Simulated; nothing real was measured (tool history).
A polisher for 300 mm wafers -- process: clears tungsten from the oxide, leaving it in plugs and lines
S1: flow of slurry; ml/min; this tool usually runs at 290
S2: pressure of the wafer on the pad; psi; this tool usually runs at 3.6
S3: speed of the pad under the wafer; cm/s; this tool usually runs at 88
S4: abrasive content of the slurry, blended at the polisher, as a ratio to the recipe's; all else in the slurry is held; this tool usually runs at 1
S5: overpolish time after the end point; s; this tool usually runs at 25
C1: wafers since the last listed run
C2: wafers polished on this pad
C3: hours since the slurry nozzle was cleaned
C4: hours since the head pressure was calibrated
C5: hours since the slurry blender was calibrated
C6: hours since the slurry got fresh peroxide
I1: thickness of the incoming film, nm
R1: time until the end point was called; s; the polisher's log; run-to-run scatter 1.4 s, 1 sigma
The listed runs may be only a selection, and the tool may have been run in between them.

run	hour	S1	S2	S3	S4	S5	C1	C2	C3	C4	C5	C6	I1	R1
1	0	290	3.6	88	1	25	0	568	145.3	1159.5	109.7	68.5	481.7	129.6
2	12.4	290	3.6	88	1	35	79	648	157.7	1171.9	122.1	80.9	485.5	132.4
# hour 17.4: head pressure recalibrated
# hour 18.4: worn pad replaced by a new one
# hour 23.5: slurry blender recalibrated
3	29.6	290	3.6	88	1.25	25	78	59	174.9	12.2	6.1	98.1	492.1	125.5
4	46.9	290	3.6	88	1.25	25	110	170	192.2	29.5	23.4	115.4	476.6	121.5
5	60.8	290	3.6	88	1	25	89	259	206.1	43.4	37.3	129.3	479.4	132
# hour 66.6: slurry tank refilled with fresh slurry and peroxide
6	72.1	290	4.2	88	1	11	66	325	217.4	54.7	48.6	5.5	486.1	119.3
7	82.2	290	3.6	116	1	25	64	390	227.5	64.8	58.7	15.6	489	111
8	90.2	290	3.6	88	1	25	51	441	235.5	72.8	66.7	23.6	478.4	127.5
9	97.6	290	3.6	88	1	25	47	488	242.9	80.2	74.1	31	483.5	129.5
10	111.2	290	3.6	88	1	25	87	576	256.5	93.8	87.7	44.6	491.4	130.5
11	123.2	290	4.7	88	1	10	76	653	268.5	105.8	99.7	56.6	493.4	119.3
# hour 136.5: worn pad replaced by a new one
12	137	290	3.6	66	1.25	20	62	3	282.3	119.6	113.5	70.4	490.1	144.5
# hour 144: slurry nozzle cleaned
13	147.8	290	3.6	88	1.15	10	62	66	3.8	130.4	124.3	81.2	480.6	124.9
# hour 158: slurry blender recalibrated
14	165.8	290	2.4	88	1	10	102	168	21.8	148.4	7.8	99.2	479.2	148.7
15	173.4	290	3.6	88	1	25	48	217	29.4	156	15.4	106.8	492.7	135.7
16	181.6	290	3.6	88	1	25	52	270	37.6	164.2	23.6	115	489.6	135.3
# hour 188.1: slurry tank refilled with fresh slurry and peroxide
17	198.4	290	3.6	88	1	19	101	371	54.4	181	40.4	10.3	487.4	128.8
18	205	290	3.6	88	1	25	42	413	61	187.6	47	16.9	492	130.1
19	258.2	290	3.6	88	1	25	341	754	114.2	240.8	100.2	70.1	482.5	133.3
# hour 266.2: worn pad replaced by a new one
20	274.4	290	3.6	88	1	25	78	52	130.4	257	116.4	86.3	487.7	135.4
21	282.8	290	3.6	110	1	12	53	106	138.8	265.4	124.8	94.7	483.6	117.2
# hour 294.7: slurry blender recalibrated
22	295.2	290	4.5	88	0.85	15	66	173	151.2	277.8	0.5	107.1	493.3	135.4
23	303.1	260	3.6	72	1	25	50	224	159.1	285.7	8.4	115	482.2	151.8
24	314.2	195	4.1	88	0.7	10	71	295	170.2	296.8	19.5	126.1	485.6	153.3
# hour 319.8: slurry tank refilled with fresh slurry and peroxide
25	321.8	375	3.6	100	1.15	25	42	337	177.8	304.4	27.1	2	494.6	110.5
26	331.3	360	3.6	88	1	25	60	398	187.3	313.9	36.6	11.5	480.5	124.9

What if the next run were any one of these 4? Each begins from the tool's condition after run 26:
A	331.8	290	3.6	88	0.8	25	3	401	187.8	314.4	37.1	12	485.8	?
B	331.8	325	3.6	62	1	25	3	401	187.8	314.4	37.1	12	485.8	?
C	331.8	290	3.6	114	1	25	3	401	187.8	314.4	37.1	12	485.8	?
D	331.8	345	3.2	116	1	25	3	401	187.8	314.4	37.1	12	485.8	?

run	R1
A	138.7
B	151.9
C	111.5
D	112.9
Take away the tool's hidden state, keep each run's random variation, and the runs would have read:
run	R1
A	135.8
B	148.7
C	109.1
D	110.5
